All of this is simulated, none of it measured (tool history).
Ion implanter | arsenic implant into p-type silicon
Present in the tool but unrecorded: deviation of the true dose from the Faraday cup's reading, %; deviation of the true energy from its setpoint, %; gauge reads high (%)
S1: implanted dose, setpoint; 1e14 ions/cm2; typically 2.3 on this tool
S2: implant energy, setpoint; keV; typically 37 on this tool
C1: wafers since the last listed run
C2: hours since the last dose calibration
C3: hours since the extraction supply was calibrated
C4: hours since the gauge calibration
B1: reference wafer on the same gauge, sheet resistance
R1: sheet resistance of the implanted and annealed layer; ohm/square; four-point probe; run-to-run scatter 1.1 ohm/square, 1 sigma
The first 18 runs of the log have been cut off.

run 19 hour=228.7 | S1=2.3 S2=37 | C1=130 C2=45.1 C3=67.9 C4=77.4 | B1=335.03 | R1=318.26
run 20 hour=241.6 | S1=2.8 S2=46 | C1=115 C2=58 C3=80.8 C4=90.3 | B1=335.4 | R1=264.64
run 21 hour=254.1 | S1=1.78 S2=31 | C1=112 C2=70.5 C3=93.3 C4=102.8 | B1=335.19 | R1=392.29
run 22 hour=300.3 | S1=2.48 S2=47.5 | C1=414 C2=116.7 C3=139.5 C4=149 | B1=334.69 | R1=290.78
run 23 hour=314.3 | S1=2.66 S2=43.5 | C1=125 C2=130.7 C3=153.5 C4=163 | B1=334.69 | R1=279.69
run 24 hour=322.7 | S1=2.85 S2=25.5 | C1=75 C2=139.1 C3=161.9 C4=171.4 | B1=334.95 | R1=285.4
run 25 hour=337.3 | S1=2.76 S2=31.5 | C1=130 C2=153.7 C3=176.5 C4=186 | B1=334.76 | R1=284.67
run 26 hour=345.9 | S1=1.63 S2=40.5 | C1=77 C2=162.3 C3=185.1 C4=194.6 | B1=335.15 | R1=402.74
run 27 hour=390.6 | S1=1.98 S2=46 | C1=401 C2=207 C3=229.8 C4=239.3 | B1=335.19 | R1=342.35
run 28 hour=398.2 | S1=2.85 S2=25.5 | C1=68 C2=214.6 C3=237.4 C4=246.9 | B1=334.45 | R1=286.41
run 29 hour=411.1 | S1=2.05 S2=29.5 | C1=115 C2=227.5 C3=250.3 C4=259.8 | B1=335.5 | R1=361.1
run 30 hour=418.7 | S1=2.3 S2=32 | C1=68 C2=235.1 C3=257.9 C4=267.4 | B1=335.45 | R1=326.4
run 31 hour=427.3 | S1=2.66 S2=43.5 | C1=77 C2=243.7 C3=266.5 C4=276 | B1=335.18 | R1=277.79
run 32 hour=443.8 | S1=2.91 S2=37 | C1=148 C2=260.2 C3=283 C4=292.5 | B1=335.41 | R1=268.26
run 33 hour=453.3 | S1=2.66 S2=43.5 | C1=85 C2=269.7 C3=292.5 C4=302 | B1=335.02 | R1=281.33
run 34 hour=467.2 | S1=2.65 S2=48.5 | C1=124 C2=283.6 C3=306.4 C4=315.9 | B1=335 | R1=276.48
run 35 hour=475.2 | S1=2.66 S2=24 | C1=71 C2=291.6 C3=314.4 C4=323.9 | B1=335.15 | R1=304.47
run 36 hour=486.2 | S1=2.3 S2=29 | C1=98 C2=302.6 C3=325.4 C4=334.9 | B1=334.73 | R1=331.72

What does the tool deliver on the next run?
run 37 hour=501.9 | S1=2.3 S2=37 | C1=140 C2=318.3 C3=341.1 C4=350.6 | B1=? | R1=?

{"run 37": {"B1": 335, "R1": 318.88}}
Had the tool carried no hidden state, the very same run would have given R1 317.38 ohm/square.
